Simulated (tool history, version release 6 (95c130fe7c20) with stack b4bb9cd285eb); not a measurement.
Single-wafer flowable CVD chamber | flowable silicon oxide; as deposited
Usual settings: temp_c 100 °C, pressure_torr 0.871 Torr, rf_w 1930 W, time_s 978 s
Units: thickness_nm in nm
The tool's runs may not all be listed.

run	hour	temp_c	pressure_torr	rf_w	time_s	read-back reference wafer on the same gauge, thickness_nm	thickness_nm
1	0.0	100	0.871	2095	978	637.588	644.116
2	69.3	100	0.871	1755	978	636.890	610.881
# hour 98.4: thermocouple changed; heater temperature recalibrated
# hour 130.1: RF generator calibrated
3	140.3	100	0.871	1755	978	636.787	659.462
4	184.4	100	0.871	2075	867	637.748	615.544
5	224.4	100	0.871	2075	867	637.628	611.560
6	279.6	100	0.871	2075	867	637.412	615.478
7	323.2	92	0.871	1780	978	636.843	828.120
8	388.7	100	0.871	2085	1110	636.191	781.743
9	420.9	100	0.871	1930	978	636.808	670.652
# hour 442.1: thermocouple changed; heater temperature recalibrated, repeated, since the last time left the tool worse
10	492.3	87	0.871	2060	978	637.793	957.861
# hour 544.6: gauge calibrated
11	558.4	100	0.871	1930	1073	638.509	705.334
12	617.0	100	0.871	1930	1165	636.179	759.517
13	672.0	100	1.004	2045	868	637.493	654.584
14	734.2	100	0.871	1930	978	637.061	633.653
15	784.2	100	0.871	1930	978	636.836	629.761
16	847.3	94	1.006	1930	978	636.897	852.295
# hour 877.7: capacitance manometer re-zeroed and calibrated
17	916.3	107	0.871	2185	978	637.896	527.099
18	985.1	100	1.012	2195	978	636.988	744.886
19	1021.6	88	0.871	1930	978	636.795	894.402
20	1089.1	100	0.871	1930	1052	636.519	671.323
21	1134.2	107	0.764	1565	1112	636.132	475.993
22	1182.0	100	0.871	2140	978	635.949	650.098
23	1224.9	100	0.871	1755	1097	636.408	675.915
24	1252.3	94	1.006	1930	978	636.701	843.061
25	1291.7	100	0.871	1930	978	636.186	626.095
26	1318.8	100	0.871	1930	978	636.606	624.155
27	1379.6	90	0.693	1930	978	637.596	683.852
# hour 1432.6: RF generator calibrated
28	1433.1	100	0.871	2100	880	637.557	570.465
29	1473.6	91	1.026	2255	978	636.904	965.303

Hidden state or all else? Some run-to-run changes of thickness_nm, split into what the settings, what came in and random variation would give without the hidden state, and what is left for the hidden state (with any gauge scatter that isn't in both results):
The hidden state here: wafer temperature above the value expected at the setpoint (K); delivered RF power above the setpoint (%); true pressure above the setpoint (%); gauge reads high (%).
Run 2 -> 3: thermocouple changed; heater temperature recalibrated, RF generator calibrated. thickness_nm +48.581 nm: hidden state +54.135, all else -5.554.
Run 9 -> 10: temp_c 100 -> 87, rf_w 1930 -> 2060, thermocouple changed; heater temperature recalibrated, repeated, since the last time left the tool worse. thickness_nm +287.209 nm: hidden state -26.474, all else +313.683.
Run 16 -> 17: temp_c 94 -> 107, pressure_torr 1.006 -> 0.871, rf_w 1930 -> 2185, capacitance manometer re-zeroed and calibrated. thickness_nm -325.196 nm: hidden state +9.360, all else -334.556.
Run 28 -> 29: temp_c 100 -> 91, pressure_torr 0.871 -> 1.026, rf_w 2100 -> 2255, time_s 880 -> 978. thickness_nm +394.838 nm: hidden state -17.953, all else +412.791.
